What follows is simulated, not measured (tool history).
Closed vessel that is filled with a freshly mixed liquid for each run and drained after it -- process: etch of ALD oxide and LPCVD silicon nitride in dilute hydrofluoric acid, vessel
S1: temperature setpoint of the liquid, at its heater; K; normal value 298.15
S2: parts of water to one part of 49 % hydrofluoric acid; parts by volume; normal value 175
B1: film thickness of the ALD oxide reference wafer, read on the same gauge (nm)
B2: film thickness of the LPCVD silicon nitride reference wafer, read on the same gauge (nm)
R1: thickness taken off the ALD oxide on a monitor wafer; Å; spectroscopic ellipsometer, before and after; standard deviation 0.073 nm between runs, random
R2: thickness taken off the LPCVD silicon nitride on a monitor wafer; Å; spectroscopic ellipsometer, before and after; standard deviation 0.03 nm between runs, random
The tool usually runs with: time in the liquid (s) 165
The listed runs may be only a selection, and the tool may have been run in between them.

run 1 hour=0.0 | S1=298.15 S2=175 time_in_the_liquid_(s)=165 | B1=39.95 B2=60.030 | R1=178.1 R2=4.94
run 2 hour=78.0 | S1=298.15 S2=135 time_in_the_liquid_(s)=230 | B1=39.99 B2=60.002 | R1=337.7 R2=9.93
run 3 hour=117.8 | S1=298.15 S2=135 time_in_the_liquid_(s)=230 | B1=39.98 B2=60.024 | R1=339.3 R2=8.13
run 4 hour=184.7 | S1=300.15 S2=175 time_in_the_liquid_(s)=165 | B1=40.01 B2=60.013 | R1=191.8 R2=6.32
run 5 hour=273.1 | S1=300.15 S2=175 time_in_the_liquid_(s)=165 | B1=40.02 B2=60.027 | R1=192.5 R2=6.12
run 6 hour=316.1 | S1=298.15 S2=175 time_in_the_liquid_(s)=165 | B1=40.02 B2=60.030 | R1=178.4 R2=5.18
-- hour=348.8 thermometer replaced
run 7 hour=422.9 | S1=298.15 S2=175 time_in_the_liquid_(s)=165 | B1=39.97 B2=60.025 | R1=178.4 R2=5.42
-- hour=503.2 hydrofluoric acid flow meter replaced
run 8 hour=504.5 | S1=298.15 S2=175 time_in_the_liquid_(s)=165 | B1=39.99 B2=59.982 | R1=174.4 R2=5.00
run 9 hour=600.6 | S1=298.15 S2=175 time_in_the_liquid_(s)=165 | B1=39.99 B2=60.029 | R1=176.5 R2=5.33
run 10 hour=675.6 | S1=296.65 S2=235 time_in_the_liquid_(s)=115 | B1=40.01 B2=59.953 | R1=81.3 R2=2.31
run 11 hour=733.3 | S1=298.15 S2=100 time_in_the_liquid_(s)=165 | B1=40.00 B2=59.985 | R1=337.8 R2=7.89
-- hour=807.0 gauge calibrated
run 12 hour=809.6 | S1=300.65 S2=245 time_in_the_liquid_(s)=165 | B1=39.98 B2=59.981 | R1=127.7 R2=4.51
run 13 hour=878.1 | S1=298.15 S2=175 time_in_the_liquid_(s)=165 | B1=39.99 B2=59.933 | R1=176.4 R2=4.87
run 14 hour=947.0 | S1=298.15 S2=175 time_in_the_liquid_(s)=165 | B1=40.00 B2=59.987 | R1=177.1 R2=5.53
run 15 hour=1041.9 | S1=301.15 S2=235 time_in_the_liquid_(s)=225 | B1=40.00 B2=59.989 | R1=187.9 R2=6.17
run 16 hour=1079.2 | S1=301.65 S2=260 time_in_the_liquid_(s)=240 | B1=40.02 B2=59.964 | R1=178.6 R2=6.41
run 17 hour=1136.0 | S1=294.65 S2=140 time_in_the_liquid_(s)=200 | B1=39.99 B2=60.016 | R1=243.1 R2=6.05
run 18 hour=1180.2 | S1=298.15 S2=175 time_in_the_liquid_(s)=165 | B1=39.97 B2=59.971 | R1=177.2 R2=5.05
run 19 hour=1264.4 | S1=293.65 S2=130 time_in_the_liquid_(s)=65 | B1=40.00 B2=59.961 | R1=82.8 R2=2.10
run 20 hour=1314.1 | S1=296.15 S2=115 time_in_the_liquid_(s)=100 | B1=39.99 B2=59.976 | R1=162.0 R2=4.49
run 21 hour=1352.4 | S1=298.15 S2=95 time_in_the_liquid_(s)=165 | B1=40.03 B2=60.006 | R1=359.0 R2=9.96
run 22 hour=1400.6 | S1=293.65 S2=175 time_in_the_liquid_(s)=165 | B1=39.98 B2=60.012 | R1=150.5 R2=3.72
run 23 hour=1440.3 | S1=301.15 S2=130 time_in_the_liquid_(s)=110 | B1=40.01 B2=60.035 | R1=188.6 R2=5.84
run 24 hour=1503.8 | S1=302.65 S2=95 time_in_the_liquid_(s)=125 | B1=39.98 B2=59.989 | R1=323.8 R2=9.72
-- hour=1649.5 thermometer replaced
run 25 hour=1709.0 | S1=298.15 S2=125 time_in_the_liquid_(s)=140 | B1=40.00 B2=59.988 | R1=223.8 R2=6.41
-- hour=1924.8 hydrofluoric acid flow meter replaced
run 26 hour=1930.6 | S1=302.65 S2=260 time_in_the_liquid_(s)=210 | B1=40.01 B2=60.000 | R1=161.6 R2=5.35

Each row is a separate what-if for the run after 26, all from the same tool condition, not one after another. Results?
run A hour=1931.3 | S1=298.15 S2=175 time_in_the_liquid_(s)=110 | B1=? B2=? | R1=? R2=?
run B hour=1931.3 | S1=300.65 S2=250 time_in_the_liquid_(s)=165 | B1=? B2=? | R1=? R2=?
run C hour=1931.3 | S1=298.15 S2=135 time_in_the_liquid_(s)=165 | B1=? B2=? | R1=? R2=?
run D hour=1931.3 | S1=300.65 S2=225 time_in_the_liquid_(s)=265 | B1=? B2=? | R1=? R2=?

run=A B1=40.03 B2=59.949 R1=118.0 R2=3.26
run=B B1=40.03 B2=59.949 R1=124.6 R2=3.99
run=C B1=40.03 B2=59.949 R1=240.4 R2=6.32
run=D B1=40.03 B2=59.949 R1=228.7 R2=7.12
Without the tool's unlogged condition, the same runs would have read:
run=A R1=117.7 R2=3.25
run=B R1=124.3 R2=3.98
run=C R1=239.8 R2=6.31
run=D R1=228.1 R2=7.11
